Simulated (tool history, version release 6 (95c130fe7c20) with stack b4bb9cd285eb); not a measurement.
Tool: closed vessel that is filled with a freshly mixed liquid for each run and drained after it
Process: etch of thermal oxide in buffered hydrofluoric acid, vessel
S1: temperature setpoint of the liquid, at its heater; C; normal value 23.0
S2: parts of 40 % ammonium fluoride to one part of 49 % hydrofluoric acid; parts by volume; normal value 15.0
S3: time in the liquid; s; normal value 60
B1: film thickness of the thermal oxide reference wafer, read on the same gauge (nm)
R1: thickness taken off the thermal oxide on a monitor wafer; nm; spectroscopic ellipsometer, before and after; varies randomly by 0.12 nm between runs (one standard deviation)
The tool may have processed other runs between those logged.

run    hour    S1    S2  S3     B1     R1
  1     0.0  23.0  10.5  60  50.00  53.44
  2    64.1  23.0  10.5  60  50.02  53.32
  3   144.7  23.0  15.0  75  50.04  46.66
  4   247.1  23.0  15.0  75  49.98  46.45
      339.8  -- hydrofluoric acid flow meter replaced
  5   340.8  23.0  15.0  60  50.00  36.82
      398.5  -- thermometer replaced
  6   446.6  23.0  15.0  60  50.00  38.17
  7   508.1  23.0  15.0  60  50.05  37.80
  8   607.9  23.0  15.0  60  50.00  37.88
  9   691.6  23.0  15.0  60  49.97  37.72
 10   747.4  25.0  15.0  30  50.01  20.90
 11   790.9  26.0  15.0  60  49.99  44.05
 12   843.0  18.0  20.5  45  50.03  15.71
 13   924.6  23.0  11.0  60  50.03  50.20
 14   975.7  26.0  10.5  45  50.00  46.48
 15  1013.9  23.0  13.0  60  49.96  42.48
 16  1077.9  23.0  10.5  30  50.00  26.20
     1107.6  -- hydrofluoric acid flow meter replaced
 17  1176.2  27.5  13.5  45  49.99  39.08
 18  1283.5  26.5  20.5  70  49.99  38.30
     1293.2  -- gauge calibrated
     1334.9  -- thermometer replaced
 19  1373.8  26.0  13.5  35  50.01  28.92
 20  1435.9  28.0  15.0  60  49.98  50.11
 21  1531.7  27.0  17.5  35  50.00  23.52
 22  1632.7  21.0  15.0  60  49.95  33.61
 23  1685.1  23.0  15.0  60  50.04  37.64
 24  1938.4  27.0  18.0  60  49.98  38.41
 25  1982.3  23.0  15.0  80  50.01  49.15
     2071.4  -- hydrofluoric acid flow meter replaced
 26  2075.1  23.0  15.0  60  49.98  36.84
 27  2145.9  27.0  20.5  95  50.00  53.68
 28  2233.8  27.5  10.5  70  50.00  77.54
     2271.9  -- thermometer replaced
 29  2312.6  21.5  11.5  45  50.01  34.18
 30  2414.0  23.0  15.0  60  49.98  37.84
 31  2600.0  27.5  13.5  70  50.02  62.19
 32  2777.9  26.0  13.0  90  50.02  75.45
 33  2867.3  23.0  18.5  70  50.02  35.24
     2923.5  -- hydrofluoric acid flow meter replaced
 34  2939.1  23.0  15.0  60  50.01  36.80

Some steps in R1, run to run, broken into two amounts with sign: the step expected even without the hidden condition (settings, incoming material, random variation), and the rest, left for the hidden condition together with whatever gauge scatter is not in both the measured and the hidden-condition-free result:
Hidden conditions of the tool in this case: liquid colder than its thermometer reads (K); hydrofluoric acid flow below the setpoint (%); gauge reads high (%).
Run 12 -> 13: S1 18.0 -> 23.0, S2 20.5 -> 11.0, S3 45 -> 60. R1 +34.49 nm: hidden state -1.00, all else +35.49.
Run 18 -> 19: S1 26.5 -> 26.0, S2 20.5 -> 13.5, S3 70 -> 35, gauge calibrated, thermometer replaced. R1 -9.38 nm: hidden state +1.62, all else -11.00.
Run 27 -> 28: S1 27.0 -> 27.5, S2 20.5 -> 10.5, S3 95 -> 70. R1 +23.86 nm: hidden state -1.30, all else +25.16.
Run 28 -> 29: S1 27.5 -> 21.5, S2 10.5 -> 11.5, S3 70 -> 45, thermometer replaced. R1 -43.36 nm: hidden state +3.37, all else -46.73.
Run 32 -> 33: S1 26.0 -> 23.0, S2 13.0 -> 18.5, S3 90 -> 70. R1 -40.21 nm: hidden state +0.90, all else -41.11.
